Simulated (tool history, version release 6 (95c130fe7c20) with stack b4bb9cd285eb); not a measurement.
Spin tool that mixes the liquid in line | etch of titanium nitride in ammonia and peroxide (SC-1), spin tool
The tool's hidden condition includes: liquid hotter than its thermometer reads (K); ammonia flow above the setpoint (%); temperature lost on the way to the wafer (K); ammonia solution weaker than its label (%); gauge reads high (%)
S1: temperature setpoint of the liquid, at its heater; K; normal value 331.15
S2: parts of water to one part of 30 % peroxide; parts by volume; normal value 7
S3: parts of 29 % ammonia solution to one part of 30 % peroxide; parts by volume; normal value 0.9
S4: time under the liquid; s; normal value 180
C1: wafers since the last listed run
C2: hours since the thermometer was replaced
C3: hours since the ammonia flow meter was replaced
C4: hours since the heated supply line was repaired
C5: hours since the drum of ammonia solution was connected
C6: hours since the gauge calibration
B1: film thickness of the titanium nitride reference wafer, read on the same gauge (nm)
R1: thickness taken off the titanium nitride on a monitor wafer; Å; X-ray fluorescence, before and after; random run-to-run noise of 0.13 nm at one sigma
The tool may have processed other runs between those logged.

{"run": 1, "hour": 0.0, "S1": 331.15, "S2": 7, "S3": 1.1, "S4": 180, "C1": 0, "C2": 431, "C3": 1706.6, "C4": 944.6, "C5": 927.6, "C6": 491, "B1": 59.56, "R1": 332}
{"run": 2, "hour": 54.0, "S1": 331.15, "S2": 7, "S3": 1.1, "S4": 180, "C1": 352, "C2": 485, "C3": 1760.6, "C4": 998.6, "C5": 981.6, "C6": 545, "B1": 59.46, "R1": 330}
{"hour": 95.1, "done": "new drum of ammonia solution connected"}
{"run": 3, "hour": 212.3, "S1": 331.15, "S2": 7, "S3": 1.1, "S4": 180, "C1": 1028, "C2": 643.3, "C3": 1918.9, "C4": 1156.9, "C5": 117.2, "C6": 703.3, "B1": 59.11, "R1": 329.9}
{"run": 4, "hour": 268.3, "S1": 331.15, "S2": 7, "S3": 0.9, "S4": 180, "C1": 366, "C2": 699.3, "C3": 1974.9, "C4": 1212.9, "C5": 173.2, "C6": 759.3, "B1": 58.96, "R1": 317.9}
{"run": 5, "hour": 508.6, "S1": 331.15, "S2": 7, "S3": 0.9, "S4": 180, "C1": 1570, "C2": 939.6, "C3": 2215.2, "C4": 1453.2, "C5": 413.5, "C6": 999.6, "B1": 58.16, "R1": 313.1}
{"run": 6, "hour": 599.4, "S1": 331.15, "S2": 9.5, "S3": 0.9, "S4": 180, "C1": 593, "C2": 1030.4, "C3": 2306, "C4": 1544, "C5": 504.3, "C6": 1090.4, "B1": 57.81, "R1": 268.9}
{"run": 7, "hour": 678.3, "S1": 331.15, "S2": 9.5, "S3": 0.9, "S4": 180, "C1": 515, "C2": 1109.3, "C3": 2384.9, "C4": 1622.9, "C5": 583.2, "C6": 1169.3, "B1": 57.45, "R1": 267.2}
{"run": 8, "hour": 762.4, "S1": 331.15, "S2": 5, "S3": 0.9, "S4": 180, "C1": 549, "C2": 1193.4, "C3": 2469, "C4": 1707, "C5": 667.3, "C6": 1253.4, "B1": 57.12, "R1": 358}
{"hour": 770.8, "done": "ammonia flow meter replaced"}
{"hour": 792.6, "done": "gauge calibrated"}
{"run": 9, "hour": 801.7, "S1": 331.15, "S2": 5, "S3": 0.9, "S4": 180, "C1": 250, "C2": 1232.7, "C3": 30.9, "C4": 1746.3, "C5": 706.6, "C6": 9.1, "B1": 60.11, "R1": 378.2}
{"run": 10, "hour": 948.4, "S1": 331.15, "S2": 5, "S3": 0.9, "S4": 180, "C1": 958, "C2": 1379.4, "C3": 177.6, "C4": 1893, "C5": 853.3, "C6": 155.8, "B1": 60.06, "R1": 377.4}
{"run": 11, "hour": 984.8, "S1": 331.15, "S2": 7, "S3": 0.9, "S4": 95, "C1": 237, "C2": 1415.8, "C3": 214, "C4": 1929.4, "C5": 889.7, "C6": 192.2, "B1": 60.01, "R1": 170.9}
{"run": 12, "hour": 1037.7, "S1": 323.65, "S2": 8.5, "S3": 0.75, "S4": 285, "C1": 345, "C2": 1468.7, "C3": 266.9, "C4": 1982.3, "C5": 942.6, "C6": 245.1, "B1": 59.99, "R1": 273.9}
{"run": 13, "hour": 1080.6, "S1": 331.15, "S2": 7, "S3": 0.9, "S4": 180, "C1": 280, "C2": 1511.6, "C3": 309.8, "C4": 2025.2, "C5": 985.5, "C6": 288, "B1": 59.96, "R1": 323}
{"hour": 1135.9, "done": "heated supply line repaired"}
{"run": 14, "hour": 1140.1, "S1": 331.15, "S2": 7, "S3": 0.9, "S4": 180, "C1": 382, "C2": 1571.1, "C3": 369.3, "C4": 4.2, "C5": 1045, "C6": 347.5, "B1": 59.89, "R1": 325}
{"hour": 1169.2, "done": "new drum of ammonia solution connected"}
{"run": 15, "hour": 1254.1, "S1": 337.65, "S2": 7, "S3": 0.9, "S4": 180, "C1": 738, "C2": 1685.1, "C3": 483.3, "C4": 118.2, "C5": 84.9, "C6": 461.5, "B1": 59.71, "R1": 489.6}
{"run": 16, "hour": 1321.3, "S1": 327.65, "S2": 7, "S3": 0.65, "S4": 180, "C1": 439, "C2": 1752.3, "C3": 550.5, "C4": 185.4, "C5": 152.1, "C6": 528.7, "B1": 59.6, "R1": 243.9}
{"hour": 1367.9, "done": "thermometer replaced"}
{"run": 17, "hour": 1408.6, "S1": 331.15, "S2": 7, "S3": 0.9, "S4": 180, "C1": 564, "C2": 40.7, "C3": 637.8, "C4": 272.7, "C5": 239.4, "C6": 616, "B1": 59.4, "R1": 321.1}
{"run": 18, "hour": 1504.2, "S1": 340.65, "S2": 7, "S3": 0.9, "S4": 180, "C1": 624, "C2": 136.3, "C3": 733.4, "C4": 368.3, "C5": 335, "C6": 711.6, "B1": 59.16, "R1": 588.9}
{"run": 19, "hour": 1566.9, "S1": 339.15, "S2": 7, "S3": 0.9, "S4": 125, "C1": 409, "C2": 199, "C3": 796.1, "C4": 431, "C5": 397.7, "C6": 774.3, "B1": 58.99, "R1": 369.3}
{"run": 20, "hour": 1635.1, "S1": 331.15, "S2": 7, "S3": 0.5, "S4": 180, "C1": 445, "C2": 267.2, "C3": 864.3, "C4": 499.2, "C5": 465.9, "C6": 842.5, "B1": 58.8, "R1": 290.1}
{"run": 21, "hour": 1672.8, "S1": 331.15, "S2": 7, "S3": 0.9, "S4": 180, "C1": 246, "C2": 304.9, "C3": 902, "C4": 536.9, "C5": 503.6, "C6": 880.2, "B1": 58.65, "R1": 316.3}
{"run": 22, "hour": 1737.7, "S1": 336.15, "S2": 7, "S3": 0.9, "S4": 180, "C1": 424, "C2": 369.8, "C3": 966.9, "C4": 601.8, "C5": 568.5, "C6": 945.1, "B1": 58.46, "R1": 440.3}

Each row is a separate what-if for the run after 22, all from the same tool condition, not one after another. Results?
{"run": "A", "hour": 1738.2, "S1": 331.15, "S2": 7, "S3": 0.9, "S4": 180, "C1": 3, "C2": 370.3, "C3": 967.4, "C4": 602.3, "C5": 569, "C6": 945.6, "B1": "?", "R1": "?"}
{"run": "B", "hour": 1738.2, "S1": 331.15, "S2": 6, "S3": 1.2, "S4": 180, "C1": 3, "C2": 370.3, "C3": 967.4, "C4": 602.3, "C5": 569, "C6": 945.6, "B1": "?", "R1": "?"}
{"run": "C", "hour": 1738.2, "S1": 322.15, "S2": 7, "S3": 1.1, "S4": 255, "C1": 3, "C2": 370.3, "C3": 967.4, "C4": 602.3, "C5": 569, "C6": 945.6, "B1": "?", "R1": "?"}
{"run": "D", "hour": 1738.2, "S1": 327.15, "S2": 10, "S3": 1.1, "S4": 110, "C1": 3, "C2": 370.3, "C3": 967.4, "C4": 602.3, "C5": 569, "C6": 945.6, "B1": "?", "R1": "?"}

run=A B1=58.46 R1=314.9
run=B B1=58.46 R1=350.4
run=C B1=58.46 R1=248
run=D B1=58.46 R1=127.4
Take away the tool's hidden state, keep each run's random variation, and the runs would have read:
run=A R1=323.3
run=B R1=359.7
run=C R1=254.6
run=D R1=130.8

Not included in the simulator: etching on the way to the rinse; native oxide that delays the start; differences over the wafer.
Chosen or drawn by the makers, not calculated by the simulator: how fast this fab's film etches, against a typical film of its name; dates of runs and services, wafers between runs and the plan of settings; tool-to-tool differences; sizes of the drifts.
